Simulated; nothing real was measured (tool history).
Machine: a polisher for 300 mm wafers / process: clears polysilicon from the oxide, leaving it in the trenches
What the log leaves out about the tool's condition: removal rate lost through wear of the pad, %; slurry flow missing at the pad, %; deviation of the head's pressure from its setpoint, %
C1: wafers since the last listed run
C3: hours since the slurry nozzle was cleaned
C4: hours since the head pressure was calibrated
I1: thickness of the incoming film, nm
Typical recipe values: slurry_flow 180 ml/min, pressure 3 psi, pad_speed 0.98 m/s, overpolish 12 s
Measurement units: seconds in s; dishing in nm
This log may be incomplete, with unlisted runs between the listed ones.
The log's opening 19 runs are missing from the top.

{"run": 20, "hour": 448.1, "slurry_flow": 180, "pressure": 3, "pad_speed": 0.98, "overpolish": 17, "C1": 268, "wafers polished on this pad": 2101, "C3": 44.1, "C4": 421.3, "I1": 359.7, "seconds": 26.5, "dishing": 86.9}
{"run": 21, "hour": 464.8, "slurry_flow": 180, "pressure": 2.7, "pad_speed": 0.98, "overpolish": 12, "C1": 211, "wafers polished on this pad": 2312, "C3": 60.8, "C4": 438, "I1": 353.3, "seconds": 29.2, "dishing": 73.7}
{"run": 22, "hour": 493.3, "slurry_flow": 180, "pressure": 2.3, "pad_speed": 0.98, "overpolish": 12, "C1": 360, "wafers polished on this pad": 2673, "C3": 89.3, "C4": 466.5, "I1": 358.9, "seconds": 34.8, "dishing": 68.7}
{"hour": 515.8, "done": "worn pad replaced by a new one"}
{"run": 23, "hour": 516.3, "slurry_flow": 180, "pressure": 3, "pad_speed": 0.98, "overpolish": 12, "C1": 240, "wafers polished on this pad": 6, "C3": 112.3, "C4": 489.5, "I1": 361.6, "seconds": 26.9, "dishing": 79}
{"run": 24, "hour": 545.6, "slurry_flow": 180, "pressure": 3, "pad_speed": 0.98, "overpolish": 12, "C1": 371, "wafers polished on this pad": 377, "C3": 141.6, "C4": 518.8, "I1": 352.5, "seconds": 26.7, "dishing": 76.5}
{"run": 25, "hour": 578.6, "slurry_flow": 180, "pressure": 3, "pad_speed": 0.98, "overpolish": 12, "C1": 417, "wafers polished on this pad": 795, "C3": 174.6, "C4": 551.8, "I1": 359, "seconds": 27, "dishing": 75.2}
{"run": 26, "hour": 605.2, "slurry_flow": 180, "pressure": 3, "pad_speed": 1.16, "overpolish": 12, "C1": 336, "wafers polished on this pad": 1132, "C3": 201.2, "C4": 578.4, "I1": 355.5, "seconds": 23.9, "dishing": 83.1}
{"hour": 618.2, "done": "slurry nozzle cleaned, repeated, since the last time left the tool worse"}
{"run": 27, "hour": 628.7, "slurry_flow": 180, "pressure": 3, "pad_speed": 0.98, "overpolish": 12, "C1": 284, "wafers polished on this pad": 1417, "C3": 10.5, "C4": 601.9, "I1": 360.6, "seconds": 22.5, "dishing": 81.6}
{"run": 28, "hour": 645.7, "slurry_flow": 205, "pressure": 4, "pad_speed": 1.18, "overpolish": 12, "C1": 215, "wafers polished on this pad": 1632, "C3": 27.5, "C4": 618.9, "I1": 361.9, "seconds": 14, "dishing": 88.3}
{"run": 29, "hour": 673.5, "slurry_flow": 140, "pressure": 3, "pad_speed": 0.98, "overpolish": 6, "C1": 352, "wafers polished on this pad": 1984, "C3": 55.3, "C4": 646.7, "I1": 359.3, "seconds": 23.7, "dishing": 57.9}
{"run": 30, "hour": 690.2, "slurry_flow": 180, "pressure": 3, "pad_speed": 0.98, "overpolish": 12, "C1": 211, "wafers polished on this pad": 2196, "C3": 72, "C4": 663.4, "I1": 354.7, "seconds": 22.8, "dishing": 81.2}
{"run": 31, "hour": 716.4, "slurry_flow": 150, "pressure": 3, "pad_speed": 0.66, "overpolish": 12, "C1": 331, "wafers polished on this pad": 2528, "C3": 98.2, "C4": 689.6, "I1": 364, "seconds": 35.7, "dishing": 68.2}
{"hour": 737.1, "done": "worn pad replaced by a new one"}
{"run": 32, "hour": 746.8, "slurry_flow": 180, "pressure": 3, "pad_speed": 0.98, "overpolish": 12, "C1": 334, "wafers polished on this pad": 123, "C3": 128.6, "C4": 720, "I1": 357, "seconds": 23.1, "dishing": 77.5}
{"run": 33, "hour": 763.3, "slurry_flow": 200, "pressure": 3, "pad_speed": 0.98, "overpolish": 18, "C1": 208, "wafers polished on this pad": 332, "C3": 145.1, "C4": 736.5, "I1": 355.5, "seconds": 22.4, "dishing": 89.7}
{"run": 34, "hour": 776.2, "slurry_flow": 165, "pressure": 3.3, "pad_speed": 0.98, "overpolish": 12, "C1": 163, "wafers polished on this pad": 495, "C3": 158, "C4": 749.4, "I1": 359.6, "seconds": 21.6, "dishing": 82.6}

Forecast each of these 5 alternatives for the next run:
{"run": "A", "hour": 776.6, "slurry_flow": 180, "pressure": 3, "pad_speed": 0.98, "overpolish": 12, "C1": 5, "wafers polished on this pad": 500, "C3": 158.4, "C4": 749.8, "I1": 367.3, "seconds": "?", "dishing": "?"}
{"run": "B", "hour": 776.6, "slurry_flow": 180, "pressure": 3, "pad_speed": 0.88, "overpolish": 12, "C1": 5, "wafers polished on this pad": 500, "C3": 158.4, "C4": 749.8, "I1": 367.3, "seconds": "?", "dishing": "?"}
{"run": "C", "hour": 776.6, "slurry_flow": 180, "pressure": 3, "pad_speed": 0.82, "overpolish": 12, "C1": 5, "wafers polished on this pad": 500, "C3": 158.4, "C4": 749.8, "I1": 367.3, "seconds": "?", "dishing": "?"}
{"run": "D", "hour": 776.6, "slurry_flow": 180, "pressure": 3.7, "pad_speed": 0.98, "overpolish": 15, "C1": 5, "wafers polished on this pad": 500, "C3": 158.4, "C4": 749.8, "I1": 367.3, "seconds": "?", "dishing": "?"}
{"run": "E", "hour": 776.6, "slurry_flow": 180, "pressure": 2, "pad_speed": 1.28, "overpolish": 12, "C1": 5, "wafers polished on this pad": 500, "C3": 158.4, "C4": 749.8, "I1": 367.3, "seconds": "?", "dishing": "?"}

run=A seconds=23.3 dishing=78
run=B seconds=26 dishing=75.1
run=C seconds=27.9 dishing=73.1
run=D seconds=19.1 dishing=86.5
run=E seconds=26.2 dishing=74.9
The same runs, with their run-to-run variation unchanged, on a tool lacking any hidden condition would have given:
run=A seconds=23.1 dishing=78.3
run=B seconds=25.7 dishing=75.5
run=C seconds=27.5 dishing=73.5
run=D seconds=18.9 dishing=86.6
run=E seconds=25.8 dishing=75.3
